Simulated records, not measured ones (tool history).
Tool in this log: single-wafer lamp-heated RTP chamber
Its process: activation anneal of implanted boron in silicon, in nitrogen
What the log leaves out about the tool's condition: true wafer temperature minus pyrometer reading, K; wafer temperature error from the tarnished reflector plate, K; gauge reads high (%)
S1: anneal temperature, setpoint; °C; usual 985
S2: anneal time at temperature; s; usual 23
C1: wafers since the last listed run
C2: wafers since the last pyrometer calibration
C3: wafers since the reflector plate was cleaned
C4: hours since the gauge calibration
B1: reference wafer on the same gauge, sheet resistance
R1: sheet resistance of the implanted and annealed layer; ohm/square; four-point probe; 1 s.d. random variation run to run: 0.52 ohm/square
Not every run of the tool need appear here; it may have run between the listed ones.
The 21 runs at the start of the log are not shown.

run,day,S1,S2,C1,C2,C3,C4,B1,R1
22,65.367,985,11,784,5084,2955,2126.2,118.96,140.29
23,67.512,961,19,604,5688,3559,2177.7,118.85,157.31
# day 68.542: gauge calibrated
24,72.158,972,33,1307,6996,4867,86.8,119.04,140.12
# day 74.592: pyrometer window cleaned and pyrometer calibrated
25,74.612,962,13,596,5,5464,145.7,118.89,159.35
26,76.971,985,23,663,669,6128,202.3,118.98,135.15
27,81.446,993,19,1259,1929,7387,309.7,119.00,132.36
28,83.983,985,23,714,2643,8102,370.6,118.94,134.59
29,87.467,1011,23,980,3624,9082,454.2,119.07,127.19
# day 95.758: reflector plate cleaned
# day 96.154: pyrometer window cleaned and pyrometer calibrated
30,100.917,1013,12,3598,1340,1358,777.0,119.01,129.32
31,103.642,977,29,767,2107,2125,842.4,118.99,139.02
32,106.425,955,16,783,2891,2908,909.2,118.97,168.94
33,110.658,985,23,1191,4082,4100,1010.8,118.87,135.82

Consider 3 possible next runs. They are alternatives, not a sequence: every one starts from the tool as it was left by run 33. What does each give?
A,110.675,985,29,4,4087,4104,1011.2,?,?
B,110.675,995,34,4,4087,4104,1011.2,?,?
C,110.675,1010,28,4,4087,4104,1011.2,?,?

run,B1,R1
A,118.79,134.19
B,118.79,130.14
C,118.79,127.61
Had the tool no hidden state, the same runs would have come out as:
run,R1
A,135.17
B,130.74
C,128.00

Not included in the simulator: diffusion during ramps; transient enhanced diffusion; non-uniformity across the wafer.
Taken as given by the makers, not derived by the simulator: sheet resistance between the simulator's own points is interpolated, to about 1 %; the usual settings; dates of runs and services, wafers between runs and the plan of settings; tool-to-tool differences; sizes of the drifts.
